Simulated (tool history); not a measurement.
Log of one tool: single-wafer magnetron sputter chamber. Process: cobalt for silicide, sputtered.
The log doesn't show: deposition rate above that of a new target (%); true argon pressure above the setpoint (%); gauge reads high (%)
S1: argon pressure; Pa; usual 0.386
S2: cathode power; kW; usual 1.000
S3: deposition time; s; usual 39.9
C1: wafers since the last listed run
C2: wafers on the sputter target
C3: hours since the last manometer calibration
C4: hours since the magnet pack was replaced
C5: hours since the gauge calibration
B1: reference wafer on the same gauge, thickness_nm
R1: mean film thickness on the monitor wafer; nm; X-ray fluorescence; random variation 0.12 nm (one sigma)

run   hour     S1     S2    S3   C1    C2      C3       C4     C5      B1      R1
  1    0.0  0.386  1.000  39.9    0  1022  2237.0  10722.3   20.4  25.568  21.697
  2   16.9  0.386  1.000  39.9  465  1487  2253.9  10739.2   37.3  25.581  21.742
  3   23.4  0.386  1.000  39.9  179  1666  2260.4  10745.7   43.8  25.597  21.643
  4   37.1  0.386  1.000  39.9  377  2044  2274.1  10759.4   57.5  25.604  21.512
  5   45.6  0.386  1.000  39.9  234  2278  2282.6  10767.9   66.0  25.591  21.630
  6   58.5  0.386  1.000  42.9  355  2633  2295.5  10780.8   78.9  25.584  23.337
      70.6  -- capacitance manometer re-zeroed and calibrated
      70.9  -- sputter target and shields replaced
  7   72.5  0.386  1.000  42.9  156    44     1.9  10794.8   92.9  25.611  23.454
  8   81.2  0.386  1.000  42.9  239   284    10.6  10803.5  101.6  25.575  23.242
      95.5  -- magnet pack replaced
  9   97.2  0.386  1.000  39.9  220   504    26.6      1.7  117.6  25.625  21.481
      97.8  -- gauge calibrated
 10  109.1  0.386  0.800  39.9  327   832    38.5     13.6   11.3  25.599  17.381
 11  123.4  0.386  1.200  44.3  393  1226    52.8     27.9   25.6  25.611  28.945
 12  141.2  0.386  1.000  43.1  490  1717    70.6     45.7   43.4  25.620  23.385
 13  147.5  0.298  0.850  36.4  173  1890    76.9     52.0   49.7  25.620  17.059
 14  160.0  0.386  1.000  39.9  344  2234    89.4     64.5   62.2  25.591  21.584
     171.7  -- sputter target and shields replaced
 15  172.7  0.386  1.200  35.9  129    27   102.1     77.2   74.9  25.597  23.375
 16  180.6  0.386  1.000  39.9  217   244   110.0     85.1   82.8  25.591  21.596
 17  195.4  0.460  1.000  45.7  407   652   124.8     99.9   97.6  25.612  24.067

Forecast each of these 4 alternatives for the next run:
  A  195.8  0.327  1.000  39.9  11  663  125.2  100.3  98.0   ?   ?
  B  195.8  0.508  1.000  32.2  11  663  125.2  100.3  98.0   ?   ?
  C  195.8  0.467  1.250  35.3  11  663  125.2  100.3  98.0   ?   ?
  D  195.8  0.386  1.150  39.9  11  663  125.2  100.3  98.0   ?   ?

run      B1      R1
  A  25.586  21.733
  B  25.586  16.902
  C  25.586  23.355
  D  25.586  24.692
Without the tool's hidden state the same runs would have given:
run      R1
  A  21.733
  B  16.902
  C  23.355
  D  24.692

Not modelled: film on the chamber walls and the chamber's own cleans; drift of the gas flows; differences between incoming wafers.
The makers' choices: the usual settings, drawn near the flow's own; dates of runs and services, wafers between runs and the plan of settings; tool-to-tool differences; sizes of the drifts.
